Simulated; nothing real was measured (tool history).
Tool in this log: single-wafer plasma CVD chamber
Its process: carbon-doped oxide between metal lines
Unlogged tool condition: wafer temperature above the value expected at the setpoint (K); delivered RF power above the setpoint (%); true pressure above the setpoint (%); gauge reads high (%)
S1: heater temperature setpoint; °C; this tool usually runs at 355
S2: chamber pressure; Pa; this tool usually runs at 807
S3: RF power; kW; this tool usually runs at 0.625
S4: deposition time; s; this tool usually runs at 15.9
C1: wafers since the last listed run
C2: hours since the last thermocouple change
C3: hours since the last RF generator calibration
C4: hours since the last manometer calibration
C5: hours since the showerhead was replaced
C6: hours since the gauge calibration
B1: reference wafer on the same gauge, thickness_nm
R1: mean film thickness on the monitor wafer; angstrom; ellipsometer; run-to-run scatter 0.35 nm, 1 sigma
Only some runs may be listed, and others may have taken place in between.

| run | hour | S1 | S2 | S3 | S4 | C1 | C2 | C3 | C4 | C5 | C6 | B1 | R1 |
|---|---|---|---|---|---|---|---|---|---|---|---|---|---|
| 1 | 0 | 355 | 807 | 0.625 | 15.9 | 0 | 1127.3 | 53 | 792.7 | 6146.3 | 680.9 | 113.136 | 893.13 |
|  | 59.6 | thermocouple changed; heater temperature recalibrated |
| 2 | 65.5 | 355 | 807 | 0.625 | 15.9 | 2409 | 5.9 | 118.5 | 858.2 | 6211.8 | 746.4 | 113.139 | 891.74 |
| 3 | 138.4 | 355 | 807 | 0.625 | 15.9 | 3055 | 78.8 | 191.4 | 931.1 | 6284.7 | 819.3 | 113.166 | 897.23 |
| 4 | 243.3 | 355 | 807 | 0.625 | 15.9 | 4396 | 183.7 | 296.3 | 1036 | 6389.6 | 924.2 | 113.165 | 890.8 |
| 5 | 327.5 | 355 | 807 | 0.625 | 15.9 | 3529 | 267.9 | 380.5 | 1120.2 | 6473.8 | 1008.4 | 113.135 | 890.11 |
| 6 | 383.6 | 355 | 807 | 0.625 | 15.9 | 2351 | 324 | 436.6 | 1176.3 | 6529.9 | 1064.5 | 113.193 | 893.51 |
| 7 | 464.1 | 355 | 807 | 0.625 | 15.9 | 3373 | 404.5 | 517.1 | 1256.8 | 6610.4 | 1145 | 113.27 | 892.99 |
|  | 480.5 | RF generator calibrated, repeated, since the last time left the tool worse |
| 8 | 561.3 | 348 | 807 | 0.715 | 15.9 | 3738 | 501.7 | 80.8 | 1354 | 6707.6 | 1242.2 | 113.412 | 1042.94 |
| 9 | 660.4 | 355 | 807 | 0.625 | 15.9 | 4153 | 600.8 | 179.9 | 1453.1 | 6806.7 | 1341.3 | 113.211 | 943.11 |
| 10 | 731.1 | 342 | 892 | 0.625 | 18.5 | 2963 | 671.5 | 250.6 | 1523.8 | 6877.4 | 1412 | 113.198 | 1141.78 |
|  | 794.1 | gauge calibrated |
| 11 | 822.2 | 355 | 807 | 0.625 | 15.9 | 3818 | 762.6 | 341.7 | 1614.9 | 6968.5 | 28.1 | 113.231 | 941.35 |
|  | 858.5 | capacitance manometer re-zeroed and calibrated |
| 12 | 910.6 | 355 | 625 | 0.625 | 13.9 | 3369 | 851 | 430.1 | 52.1 | 7056.9 | 116.5 | 113.165 | 791.08 |
| 13 | 994.9 | 363 | 807 | 0.625 | 13.6 | 3533 | 935.3 | 514.4 | 136.4 | 7141.2 | 200.8 | 113.272 | 791.72 |
| 14 | 1034.4 | 365 | 923 | 0.58 | 14 | 1655 | 974.8 | 553.9 | 175.9 | 7180.7 | 240.3 | 113.245 | 785.36 |
| 15 | 1090.1 | 355 | 749 | 0.625 | 18.4 | 2334 | 1030.5 | 609.6 | 231.6 | 7236.4 | 296 | 113.146 | 1072.87 |
| 16 | 1132.4 | 355 | 644 | 0.625 | 15.9 | 1772 | 1072.8 | 651.9 | 273.9 | 7278.7 | 338.3 | 113.254 | 902.63 |
|  | 1226.5 | showerhead replaced |
| 17 | 1230.1 | 355 | 807 | 0.625 | 15.9 | 3759 | 1170.5 | 749.6 | 371.6 | 3.6 | 436 | 113.209 | 940.79 |
| 18 | 1285.4 | 355 | 807 | 0.625 | 15.9 | 2317 | 1225.8 | 804.9 | 426.9 | 58.9 | 491.3 | 113.24 | 936.95 |
| 19 | 1343 | 355 | 807 | 0.625 | 14.1 | 2414 | 1283.4 | 862.5 | 484.5 | 116.5 | 548.9 | 113.29 | 832.89 |
|  | 1417.8 | thermocouple changed; heater temperature recalibrated |
| 20 | 1446.4 | 355 | 807 | 0.625 | 15.9 | 3998 | 28.6 | 965.9 | 587.9 | 219.9 | 652.3 | 113.179 | 934.95 |
| 21 | 1547.2 | 355 | 709 | 0.625 | 15.9 | 4224 | 129.4 | 1066.7 | 688.7 | 320.7 | 753.1 | 113.286 | 908.69 |
| 22 | 1608.6 | 355 | 807 | 0.625 | 15.9 | 2573 | 190.8 | 1128.1 | 750.1 | 382.1 | 814.5 | 113.21 | 925.86 |
| 23 | 1677.6 | 355 | 807 | 0.625 | 18.2 | 2891 | 259.8 | 1197.1 | 819.1 | 451.1 | 883.5 | 113.152 | 1062.79 |
| 24 | 1745.1 | 355 | 1004 | 0.58 | 15.9 | 2829 | 327.3 | 1264.6 | 886.6 | 518.6 | 951 | 113.222 | 898.45 |
| 25 | 1847.6 | 345 | 752 | 0.625 | 13.8 | 4296 | 429.8 | 1367.1 | 989.1 | 621.1 | 1053.5 | 113.267 | 813.62 |
| 26 | 1903.8 | 348 | 889 | 0.715 | 15.9 | 2355 | 486 | 1423.3 | 1045.3 | 677.3 | 1109.7 | 113.17 | 1037.1 |
| 27 | 1949.6 | 355 | 807 | 0.625 | 15.9 | 1919 | 531.8 | 1469.1 | 1091.1 | 723.1 | 1155.5 | 113.22 | 926.12 |
| 28 | 2044.3 | 350 | 807 | 0.625 | 15.9 | 3969 | 626.5 | 1563.8 | 1185.8 | 817.8 | 1250.2 | 113.189 | 932.6 |
| 29 | 2107.7 | 355 | 807 | 0.625 | 15.9 | 2657 | 689.9 | 1627.2 | 1249.2 | 881.2 | 1313.6 | 113.22 | 921.18 |

Pick out some run-to-run changes in R1. Of each, how much would a tool without hidden state show as well, from the settings, what came in and chance, and how much is left for the hidden state and any gauge scatter not in both results compared?
Run 7 -> 8: S1 355 -> 348, S3 0.625 -> 0.715, RF generator calibrated, repeated, since the last time left the tool worse. R1 +149.95 angstrom: hidden state +48.21, all else +101.74.
Run 14 -> 15: S1 365 -> 355, S2 923 -> 749, S3 0.58 -> 0.625, S4 14 -> 18.4. R1 +287.51 angstrom: hidden state -3.41, all else +290.92.
Run 25 -> 26: S1 345 -> 348, S2 752 -> 889, S3 0.625 -> 0.715, S4 13.8 -> 15.9. R1 +223.48 angstrom: hidden state -5.76, all else +229.24.
